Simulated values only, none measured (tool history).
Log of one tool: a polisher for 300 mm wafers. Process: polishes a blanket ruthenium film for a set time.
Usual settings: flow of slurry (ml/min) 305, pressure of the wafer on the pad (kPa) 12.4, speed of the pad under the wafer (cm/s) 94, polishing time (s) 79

run,hour,flow of slurry (ml/min),pressure of the wafer on the pad (kPa),speed of the pad under the wafer (cm/s),polishing time (s),wafers since the last listed run,wafers polished on this pad,hours since the slurry nozzle was cleaned,hours since the head pressure was calibrated,"incoming thickness of the incoming film, nm",film removed (Å)
1,0,305,15.2,94,79,0,1798,510.7,204.5,621.1,793
# hour 18.3: slurry nozzle cleaned
2,188.4,305,15.2,94,79,2324,4123,170.1,392.9,630.2,822
3,283.9,270,12.4,118,79,1184,5307,265.6,488.4,628,895
# hour 324.9: worn pad replaced by a new one
4,383.5,270,12.4,118,79,1185,726,365.2,588,630,891
5,464.2,305,12.4,94,79,1000,1727,445.9,668.7,619.1,708
6,520,305,12.4,94,79,692,2419,501.7,724.5,630.9,727
# hour 547.9: slurry nozzle cleaned
7,571.6,305,12.4,94,79,627,3047,23.7,776.1,623.7,727
8,665.2,305,12.4,94,79,1160,4208,117.3,869.7,638.1,727
9,748.2,305,12.4,94,79,1029,5237,200.3,952.7,621.8,723
10,785.8,305,12.4,94,79,466,5704,237.9,990.3,631.7,736
# hour 809: worn pad replaced by a new one
11,830.3,305,13.8,94,79,502,263,282.4,1034.8,629.1,769
# hour 869.8: head pressure recalibrated
# hour 995.9: slurry nozzle cleaned
12,1013.8,220,12.4,94,94,2238,2502,17.9,144,629,827
13,1090.5,220,12.4,94,94,951,3453,94.6,220.7,641.8,831
14,1172.8,220,12.4,94,94,1020,4474,176.9,303,631.5,846
15,1220.9,250,15.2,94,79,596,5071,225,351.1,635.4,798
16,1265.7,305,12.4,80,79,555,5626,269.8,395.9,628.1,609
17,1329,305,11,126,79,785,6412,333.1,459.2,638.2,900
# hour 1371.5: worn pad replaced by a new one
18,1400.9,270,12.4,118,79,842,364,405,531.1,616.2,900
# hour 1432: slurry nozzle cleaned
19,1455.9,305,12.4,124,89,669,1034,23.9,586.1,622.2,1090
20,1547.1,350,15.2,76,79,1131,2165,115.1,677.3,634.1,671
21,1635.2,230,16.5,120,67,1092,3258,203.2,765.4,622.3,925
22,1711.3,305,14.5,112,79,943,4202,279.3,841.5,633,947
# hour 1786.1: head pressure recalibrated
23,1790.2,305,12.4,94,79,953,5156,358.2,4.1,639,694
24,1832.1,230,12.4,94,93,519,5675,400.1,46,623.8,797
25,1879.9,305,12.4,94,79,592,6268,447.9,93.8,636,683
# hour 1891.7: worn pad replaced by a new one
# hour 1912.3: slurry nozzle cleaned
26,1920.4,305,12.4,94,79,440,343,8.1,134.3,631.6,713
27,2028.2,340,9,78,106,1337,1680,115.9,242.1,626.3,655
28,2125.7,305,12.4,94,79,1209,2889,213.4,339.6,625,723
29,2182.8,305,11,80,63,708,3598,270.5,396.7,622.7,441
# hour 2317.5: worn pad replaced by a new one
# hour 2435.9: slurry nozzle cleaned
30,2501.1,305,12.4,94,79,3886,2264,65.2,715,643.1,741

The tool's hidden state at each run:
removal rate lost through wear of the pad, %: 0 in every run
slurry flow missing at the pad, %: 0 in every run
H1: deviation of the head's pressure from its setpoint, %
run,H1
1,3.08
2,5.35
3,6.1
4,6.7
5,7.08
6,7.29
7,7.46
8,7.71
9,7.88
10,7.94
11,8.01
12,4.11
13,5.38
14,6.47
15,7
16,7.43
17,7.95
18,8.44
19,8.75
20,9.17
21,9.48
22,9.7
23,-0.456
24,0.637
25,1.73
26,2.55
27,4.32
28,5.51
29,6.07
30,7.94
